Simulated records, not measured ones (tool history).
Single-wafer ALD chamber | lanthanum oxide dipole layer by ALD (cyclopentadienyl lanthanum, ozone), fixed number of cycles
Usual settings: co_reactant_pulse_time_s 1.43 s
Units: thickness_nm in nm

run    hour  co_reactant_pulse_time_s  wafers since the last listed run  hours since the last thermocouple change  hours since the last ozone generator service  hours since the showerhead was replaced  hours since the gauge calibration  read-back reference wafer on the same gauge, thickness_nm  thickness_nm
  1       0                      1.43                                 0                                    1646.1                                         303.5                                   1491.8                              224.6                                                      0.577         0.574
  2    67.3                      0.99                              1292                                    1713.4                                         370.8                                   1559.1                              291.9                                                      0.576         0.509
      280.5  -- ozone generator serviced
  3   327.4                       1.8                              4840                                    1973.5                                          46.9                                   1819.2                                552                                                      0.577          0.61
  4     413                      1.43                              1643                                    2059.1                                         132.5                                   1904.8                              637.6                                                      0.578         0.586
  5   474.9                      1.43                              1188                                      2121                                         194.4                                   1966.7                              699.5                                                      0.577         0.587
  6   514.4                      1.43                               758                                    2160.5                                         233.9                                   2006.2                                739                                                      0.578         0.583
  7   581.8                      1.58                              1294                                    2227.9                                         301.3                                   2073.6                              806.4                                                      0.577         0.593
  8   674.3                      1.58                              1776                                    2320.4                                         393.8                                   2166.1                              898.9                                                      0.578         0.592
  9   722.7                      1.43                               929                                    2368.8                                         442.2                                   2214.5                              947.3                                                      0.577         0.572
 10   801.8                      1.43                              1518                                    2447.9                                         521.3                                   2293.6                             1026.4                                                      0.577         0.565
 11   841.9                      1.43                               770                                      2488                                         561.4                                   2333.7                             1066.5                                                      0.577         0.569
      882.5  -- ozone generator serviced
 12   921.3                      1.79                              1371                                    2567.4                                          38.8                                   2413.1                             1145.9                                                      0.577         0.611
 13   983.6                      1.79                              1196                                    2629.7                                         101.1                                   2475.4                             1208.2                                                      0.577         0.606
     1087.8  -- gauge calibrated
 14  1275.7                      1.92                              5608                                    2921.8                                         393.2                                   2767.5                              187.9                                                      0.577         0.607
 15  1333.1                      0.86                              1102                                    2979.2                                         450.6                                   2824.9                              245.3                                                      0.576         0.487
 16  1394.8                      1.43                              1184                                    3040.9                                         512.3                                   2886.6                                307                                                      0.576         0.575
 17  1438.5                      1.79                               839                                    3084.6                                           556                                   2930.3                              350.7                                                      0.577         0.595
     1471.7  -- showerhead replaced
 18  1539.1                      1.85                              1778                                    3185.2                                         656.6                                     67.4                              451.3                                                      0.577         0.591
     1628.1  -- ozone generator serviced
 19  1632.8                      1.21                              1645                                    3278.9                                           4.7                                    161.1                                545                                                      0.578         0.571
     1647.5  -- thermocouple changed; heater temperature recalibrated
 20  1714.4                      1.76                              1413                                      66.9                                          86.3                                    242.7                              626.6                                                      0.576         0.603
 21  1751.5                      1.07                               712                                       104                                         123.4                                    279.8                              663.7                                                      0.576         0.546
 22  1806.7                      1.09                              1059                                     159.2                                         178.6                                      335                              718.9                                                      0.577         0.548
 23  1882.4                      1.43                              1453                                     234.9                                         254.3                                    410.7                              794.6                                                      0.577          0.59
 24  1948.5                      1.43                              1269                                       301                                         320.4                                    476.8                              860.7                                                      0.577         0.587
 25  1994.4                      1.27                               881                                     346.9                                         366.3                                    522.7                              906.6                                                      0.577         0.568
 26  2062.8                      1.23                              1313                                     415.3                                         434.7                                    591.1                                975                                                      0.577         0.551

Some steps in thickness_nm between neighbouring runs. How much of each would the tool show without its hidden state too (settings, what came in, random variation), and how much is left for the hidden state, with any gauge scatter that isn't in both results?
The hidden state here: wafer temperature above the value expected at the setpoint (K); ozone dose above that of a generator just serviced (%); gauge reads high (%).
Run 2 -> 3: co_reactant_pulse_time_s 0.99 -> 1.8, ozone generator serviced. thickness_nm +0.101 nm: hidden state +0.023, all else +0.078.
Run 11 -> 12: co_reactant_pulse_time_s 1.43 -> 1.79, ozone generator serviced. thickness_nm +0.042 nm: hidden state +0.022, all else +0.02.
Run 14 -> 15: co_reactant_pulse_time_s 1.92 -> 0.86. thickness_nm -0.12 nm: hidden state -0.018, all else -0.102.
